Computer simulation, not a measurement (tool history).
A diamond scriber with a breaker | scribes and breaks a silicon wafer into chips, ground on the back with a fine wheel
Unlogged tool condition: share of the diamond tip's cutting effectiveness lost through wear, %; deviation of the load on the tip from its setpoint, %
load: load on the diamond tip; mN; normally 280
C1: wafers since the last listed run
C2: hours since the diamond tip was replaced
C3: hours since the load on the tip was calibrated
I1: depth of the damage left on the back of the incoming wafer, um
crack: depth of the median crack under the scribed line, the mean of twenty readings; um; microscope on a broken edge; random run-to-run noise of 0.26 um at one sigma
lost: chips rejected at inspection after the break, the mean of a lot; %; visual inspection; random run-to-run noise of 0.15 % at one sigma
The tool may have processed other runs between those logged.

run 1 hour=0 | load=280 | C1=0 C2=421.9 C3=627.7 | I1=2.4 | crack=15.11 lost=3.23
run 2 hour=107.1 | load=280 | C1=695 C2=529 C3=734.8 | I1=1.72 | crack=14.52 lost=3.59
run 3 hour=299.2 | load=330 | C1=1246 C2=721.1 C3=926.9 | I1=1.82 | crack=16.11 lost=1.97
-- hour=358.1 load on the tip recalibrated
run 4 hour=402.8 | load=330 | C1=659 C2=824.7 C3=44.7 | I1=2.41 | crack=17.17 lost=4.17
run 5 hour=472.5 | load=280 | C1=452 C2=894.4 C3=114.4 | I1=2.18 | crack=16.23 lost=2.12
run 6 hour=573.7 | load=280 | C1=656 C2=995.6 C3=215.6 | I1=2.72 | crack=16.04 lost=2.58
run 7 hour=622.3 | load=280 | C1=315 C2=1044.2 C3=264.2 | I1=2.85 | crack=15.8 lost=2.55
-- hour=686.6 diamond tip replaced by a new one
run 8 hour=691.6 | load=280 | C1=436 C2=5 C3=333.5 | I1=2.71 | crack=15.09 lost=2.83
run 9 hour=734.4 | load=280 | C1=277 C2=47.8 C3=376.3 | I1=2.92 | crack=15.41 lost=2.91
run 10 hour=780.2 | load=280 | C1=297 C2=93.6 C3=422.1 | I1=1.97 | crack=14.95 lost=3.04
run 11 hour=825.7 | load=280 | C1=295 C2=139.1 C3=467.6 | I1=2.57 | crack=15.09 lost=3
run 12 hour=886.2 | load=280 | C1=392 C2=199.6 C3=528.1 | I1=1.74 | crack=14.72 lost=3.14
run 13 hour=987.5 | load=280 | C1=657 C2=300.9 C3=629.4 | I1=2.23 | crack=15.47 lost=3.34
run 14 hour=1031.7 | load=280 | C1=286 C2=345.1 C3=673.6 | I1=1.73 | crack=14.56 lost=3.43
run 15 hour=1127.1 | load=280 | C1=619 C2=440.5 C3=769 | I1=1.67 | crack=14.74 lost=4.31
run 16 hour=1209 | load=240 | C1=531 C2=522.4 C3=850.9 | I1=2.36 | crack=13 lost=11.1
run 17 hour=1298.2 | load=237 | C1=578 C2=611.6 C3=940.1 | I1=1.57 | crack=13.14 lost=14.08
-- hour=1324.3 load on the tip recalibrated
run 18 hour=1344.8 | load=280 | C1=289 C2=658.2 C3=20.5 | I1=1.76 | crack=16.09 lost=1.81
run 19 hour=1385.3 | load=280 | C1=262 C2=698.7 C3=61 | I1=2.58 | crack=15.64 lost=2.13
run 20 hour=1487.5 | load=306 | C1=663 C2=800.9 C3=163.2 | I1=1.82 | crack=16.86 lost=2.22
-- hour=1548.2 diamond tip replaced by a new one
run 21 hour=1579 | load=323 | C1=580 C2=30.8 C3=254.7 | I1=1.88 | crack=17.17 lost=2.79
run 22 hour=1675.4 | load=245 | C1=625 C2=127.2 C3=351.1 | I1=1.58 | crack=13.83 lost=5.1
run 23 hour=1766.3 | load=280 | C1=589 C2=218.1 C3=442 | I1=1.83 | crack=15.41 lost=2.33
run 24 hour=1872.2 | load=280 | C1=687 C2=324 C3=547.9 | I1=2.92 | crack=15.6 lost=3.47
run 25 hour=1937.5 | load=247 | C1=423 C2=389.3 C3=613.2 | I1=1.7 | crack=13.58 lost=7.54
run 26 hour=2043.7 | load=363 | C1=689 C2=495.5 C3=719.4 | I1=1.94 | crack=17.23 lost=3.64
run 27 hour=2086 | load=236 | C1=274 C2=537.8 C3=761.7 | I1=2.88 | crack=12.85 lost=11.16
run 28 hour=2135.9 | load=217 | C1=323 C2=587.7 C3=811.6 | I1=1.55 | crack=12.64 lost=18.19
-- hour=2181.4 load on the tip recalibrated
run 29 hour=2181.9 | load=305 | C1=285 C2=633.7 C3=0.5 | I1=1.81 | crack=16.99 lost=2.64
run 30 hour=2260.7 | load=280 | C1=511 C2=712.5 C3=79.3 | I1=2.34 | crack=16 lost=2.18
run 31 hour=2365 | load=211 | C1=676 C2=816.8 C3=183.6 | I1=2.84 | crack=13.53 lost=11.71
run 32 hour=2458.1 | load=308 | C1=604 C2=909.9 C3=276.7 | I1=2.32 | crack=16.68 lost=2.58
run 33 hour=2526.4 | load=280 | C1=443 C2=978.2 C3=345 | I1=1.8 | crack=15.59 lost=2.12

Below are 3 alternative next runs, each starting from the tool's condition after run 33. Predict each:
run A hour=2526.9 | load=280 | C1=3 C2=978.7 C3=345.5 | I1=1.64 | crack=? lost=?
run B hour=2526.9 | load=335 | C1=3 C2=978.7 C3=345.5 | I1=1.64 | crack=? lost=?
run C hour=2526.9 | load=339 | C1=3 C2=978.7 C3=345.5 | I1=1.64 | crack=? lost=?

run=A crack=15.53 lost=2.16
run=B crack=17.25 lost=3.34
run=C crack=17.37 lost=3.64
The same runs, with their run-to-run variation unchanged, on a tool lacking any hidden condition would have given:
run=A crack=16.02 lost=1.88
run=B crack=17.8 lost=4.83
run=C crack=17.93 lost=5.24

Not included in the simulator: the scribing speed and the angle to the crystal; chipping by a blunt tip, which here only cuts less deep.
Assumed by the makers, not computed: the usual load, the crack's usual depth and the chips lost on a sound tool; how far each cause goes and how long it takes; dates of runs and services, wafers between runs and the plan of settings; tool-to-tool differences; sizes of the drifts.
